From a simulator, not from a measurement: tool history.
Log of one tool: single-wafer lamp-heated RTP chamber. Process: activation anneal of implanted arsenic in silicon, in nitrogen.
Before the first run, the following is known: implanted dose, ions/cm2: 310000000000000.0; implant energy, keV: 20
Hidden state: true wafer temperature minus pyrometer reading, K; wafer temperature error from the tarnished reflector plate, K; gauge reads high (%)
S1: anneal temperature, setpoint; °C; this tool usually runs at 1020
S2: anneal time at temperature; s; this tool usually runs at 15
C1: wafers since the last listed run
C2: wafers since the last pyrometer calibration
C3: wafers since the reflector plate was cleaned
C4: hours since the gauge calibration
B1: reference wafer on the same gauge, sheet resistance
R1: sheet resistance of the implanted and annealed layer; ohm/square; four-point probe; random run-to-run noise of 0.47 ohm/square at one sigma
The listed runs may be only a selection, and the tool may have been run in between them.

run	day	S1	S2	C1	C2	C3	C4	B1	R1
1	0.000	1020	15	0	2020	12871	29.6	314.98	311.20
# day 0.250: pyrometer window cleaned and pyrometer calibrated
2	0.433	1020	15	52	52	12923	40.0	315.17	311.29
3	0.767	1020	15	95	148	13019	48.0	315.17	310.27
4	1.154	1041	15	111	259	13130	57.3	315.28	308.63
5	1.508	1041	15	101	361	13232	65.8	315.41	308.71
6	2.250	1020	20	213	574	13445	83.6	315.46	310.08
7	2.879	1020	20	180	755	13626	98.7	315.81	310.35
8	3.158	1020	20	80	835	13706	105.4	315.89	309.08
9	3.788	1020	19	180	1016	13887	120.5	316.26	309.89
10	4.308	1020	15	149	1165	14037	133.0	316.14	312.14
11	4.833	1020	15	150	1316	14188	145.6	316.40	312.09
12	5.162	1020	15	94	1411	14282	153.5	316.52	312.35
# day 5.646: gauge calibrated
13	5.754	1009	10	170	1581	14452	2.6	315.06	313.45
14	6.321	1020	15	162	1744	14615	16.2	315.00	309.85
# day 6.858: pyrometer window cleaned and pyrometer calibrated
15	6.879	1040	8	64	5	14680	29.6	314.91	311.38
16	7.408	1020	15	152	158	14832	42.3	315.17	310.95
# day 8.788: reflector plate cleaned
17	9.592	1034	10	531	689	231	94.7	315.66	311.59
18	10.258	1005	20	191	881	423	110.7	315.91	310.66
19	10.921	1020	15	190	1071	613	126.6	315.93	312.78
20	11.362	1038	7	126	1198	740	137.2	316.31	313.59
21	11.796	1045	21	124	1322	864	147.6	316.45	306.29
22	12.325	1020	18	152	1475	1016	160.3	316.62	311.64
# day 13.054: gauge calibrated
# day 13.212: pyrometer window cleaned and pyrometer calibrated
23	13.233	993	21	165	5	1182	4.3	315.04	312.29
24	13.496	1029	20	75	80	1257	10.6	315.02	307.46

A few steps of R1 between consecutive runs. Split each: what settings, incoming material and random variation would produce without the hidden state, and what is left over for the hidden state, along with gauge scatter present in only one of the two compared results (measured, and without hidden state):
Run 12 -> 13: S1 1020 -> 1009, S2 15 -> 10, gauge calibrated. R1 +1.10 ohm/square: hidden state -1.71, all else +2.81.
Run 20 -> 21: S1 1038 -> 1045, S2 7 -> 21. R1 -7.30 ohm/square: hidden state +0.18, all else -7.48.
Run 21 -> 22: S1 1045 -> 1020, S2 21 -> 18. R1 +5.35 ohm/square: hidden state +0.28, all else +5.07.
Run 22 -> 23: S1 1020 -> 993, S2 18 -> 21, gauge calibrated, pyrometer window cleaned and pyrometer calibrated. R1 +0.65 ohm/square: hidden state -1.60, all else +2.25.
